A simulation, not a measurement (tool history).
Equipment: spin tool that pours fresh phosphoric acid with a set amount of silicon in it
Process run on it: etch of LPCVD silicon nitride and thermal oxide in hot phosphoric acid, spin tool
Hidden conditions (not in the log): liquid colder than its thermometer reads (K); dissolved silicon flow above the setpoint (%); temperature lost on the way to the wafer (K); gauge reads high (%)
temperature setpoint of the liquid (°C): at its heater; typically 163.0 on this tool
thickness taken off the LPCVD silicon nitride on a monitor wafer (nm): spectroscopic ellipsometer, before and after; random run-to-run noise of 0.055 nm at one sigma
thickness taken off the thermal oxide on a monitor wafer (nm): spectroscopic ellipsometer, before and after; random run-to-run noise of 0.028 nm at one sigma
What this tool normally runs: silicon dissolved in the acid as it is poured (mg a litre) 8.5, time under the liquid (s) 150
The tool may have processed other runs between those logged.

| run | hour | temperature setpoint of the liquid (°C) | silicon dissolved in the acid as it is poured (mg a litre) | time under the liquid (s) | wafers since the last listed run | hours since the thermometer was replaced | hours since the dissolved silicon flow meter was replaced | hours since the heated supply line was repaired | hours since the gauge calibration | read-back film thickness of the LPCVD silicon nitride reference wafer, read on the same gauge (nm) | read-back film thickness of the thermal oxide reference wafer, read on the same gauge (nm) | thickness taken off the LPCVD silicon nitride on a monitor wafer (nm) | thickness taken off the thermal oxide on a monitor wafer (nm) |
|---|---|---|---|---|---|---|---|---|---|---|---|---|---|
| 1 | 0.0 | 162.0 | 8.5 | 150 | 0 | 2390.2 | 1692.1 | 3565.5 | 703.9 | 120.00 | 110.003 | 12.25 | 0.285 |
|  | 18.2 | heated supply line repaired |
| 2 | 35.6 | 163.0 | 8.5 | 150 | 385 | 2425.8 | 1727.7 | 17.4 | 739.5 | 120.01 | 109.989 | 13.51 | 0.396 |
| 3 | 55.5 | 163.0 | 4.5 | 115 | 221 | 2445.7 | 1747.6 | 37.3 | 759.4 | 120.00 | 109.985 | 10.37 | 0.330 |
| 4 | 77.9 | 163.0 | 4.5 | 115 | 249 | 2468.1 | 1770.0 | 59.7 | 781.8 | 119.99 | 109.993 | 10.35 | 0.293 |
| 5 | 104.2 | 163.0 | 4.0 | 150 | 292 | 2494.4 | 1796.3 | 86.0 | 808.1 | 120.01 | 110.011 | 13.55 | 0.438 |
| 6 | 130.3 | 163.0 | 12.5 | 225 | 290 | 2520.5 | 1822.4 | 112.1 | 834.2 | 119.99 | 110.009 | 20.06 | 0.535 |
| 7 | 160.8 | 163.0 | 8.5 | 150 | 339 | 2551.0 | 1852.9 | 142.6 | 864.7 | 120.01 | 110.002 | 13.38 | 0.324 |
| 8 | 179.7 | 161.0 | 4.0 | 180 | 210 | 2569.9 | 1871.8 | 161.5 | 883.6 | 119.99 | 109.995 | 14.97 | 0.378 |
|  | 204.0 | dissolved silicon flow meter replaced |
| 9 | 213.0 | 163.0 | 12.5 | 225 | 359 | 2603.2 | 9.0 | 194.8 | 916.9 | 120.01 | 109.994 | 20.15 | 0.551 |
| 10 | 233.7 | 165.0 | 8.5 | 225 | 230 | 2623.9 | 29.7 | 215.5 | 937.6 | 119.98 | 110.002 | 21.61 | 0.639 |
| 11 | 249.9 | 165.5 | 11.0 | 175 | 180 | 2640.1 | 45.9 | 231.7 | 953.8 | 119.98 | 110.001 | 17.03 | 0.494 |
| 12 | 277.6 | 163.0 | 8.5 | 85 | 308 | 2667.8 | 73.6 | 259.4 | 981.5 | 120.01 | 109.984 | 7.57 | 0.193 |
| 13 | 297.0 | 165.0 | 11.5 | 65 | 215 | 2687.2 | 93.0 | 278.8 | 1000.9 | 119.99 | 110.002 | 6.21 | 0.179 |
|  | 306.0 | gauge calibrated |
| 14 | 317.8 | 161.0 | 2.0 | 120 | 231 | 2708.0 | 113.8 | 299.6 | 11.8 | 120.00 | 110.001 | 10.02 | 0.285 |
| 15 | 335.7 | 163.0 | 8.5 | 180 | 199 | 2725.9 | 131.7 | 317.5 | 29.7 | 119.99 | 110.008 | 16.02 | 0.425 |
|  | 350.6 | thermometer replaced |
| 16 | 359.0 | 163.0 | 14.0 | 150 | 248 | 8.4 | 155.0 | 340.8 | 53.0 | 120.00 | 110.013 | 14.44 | 0.402 |
| 17 | 372.9 | 164.0 | 8.5 | 150 | 154 | 22.3 | 168.9 | 354.7 | 66.9 | 120.00 | 109.992 | 14.92 | 0.413 |
| 18 | 387.4 | 163.0 | 8.5 | 150 | 161 | 36.8 | 183.4 | 369.2 | 81.4 | 119.98 | 110.012 | 14.44 | 0.445 |
| 19 | 418.1 | 163.0 | 8.5 | 150 | 341 | 67.5 | 214.1 | 399.9 | 112.1 | 119.98 | 109.980 | 14.46 | 0.459 |
| 20 | 446.3 | 163.0 | 14.0 | 150 | 313 | 95.7 | 242.3 | 428.1 | 140.3 | 119.98 | 110.003 | 14.38 | 0.362 |
| 21 | 466.9 | 161.0 | 8.5 | 85 | 229 | 116.3 | 262.9 | 448.7 | 160.9 | 120.00 | 109.986 | 7.63 | 0.211 |
| 22 | 487.3 | 163.0 | 8.5 | 240 | 227 | 136.7 | 283.3 | 469.1 | 181.3 | 120.01 | 110.008 | 22.97 | 0.712 |
| 23 | 548.7 | 163.0 | 8.5 | 70 | 683 | 198.1 | 344.7 | 530.5 | 242.7 | 120.02 | 110.013 | 6.68 | 0.214 |

Branching from run 23: 3 alternative next runs. What would each branch give?
| A | 549.2 | 163.0 | 8.5 | 150 | 5 | 198.6 | 345.2 | 531.0 | 243.2 | ? | ? | ? | ? |
| B | 549.2 | 161.0 | 8.5 | 100 | 5 | 198.6 | 345.2 | 531.0 | 243.2 | ? | ? | ? | ? |
| C | 549.2 | 162.0 | 10.5 | 205 | 5 | 198.6 | 345.2 | 531.0 | 243.2 | ? | ? | ? | ? |

| run | read-back film thickness of the LPCVD silicon nitride reference wafer, read on the same gauge (nm) | read-back film thickness of the thermal oxide reference wafer, read on the same gauge (nm) | thickness taken off the LPCVD silicon nitride on a monitor wafer (nm) | thickness taken off the thermal oxide on a monitor wafer (nm) |
|---|---|---|---|---|
| A | 120.01 | 110.002 | 14.34 | 0.432 |
| B | 120.01 | 110.002 | 8.94 | 0.248 |
| C | 120.01 | 110.002 | 18.95 | 0.525 |
With no hidden state in the tool, these same runs would have given:
| run | thickness taken off the LPCVD silicon nitride on a monitor wafer (nm) | thickness taken off the thermal oxide on a monitor wafer (nm) |
|---|---|---|
| A | 14.78 | 0.462 |
| B | 9.22 | 0.266 |
| C | 19.55 | 0.562 |

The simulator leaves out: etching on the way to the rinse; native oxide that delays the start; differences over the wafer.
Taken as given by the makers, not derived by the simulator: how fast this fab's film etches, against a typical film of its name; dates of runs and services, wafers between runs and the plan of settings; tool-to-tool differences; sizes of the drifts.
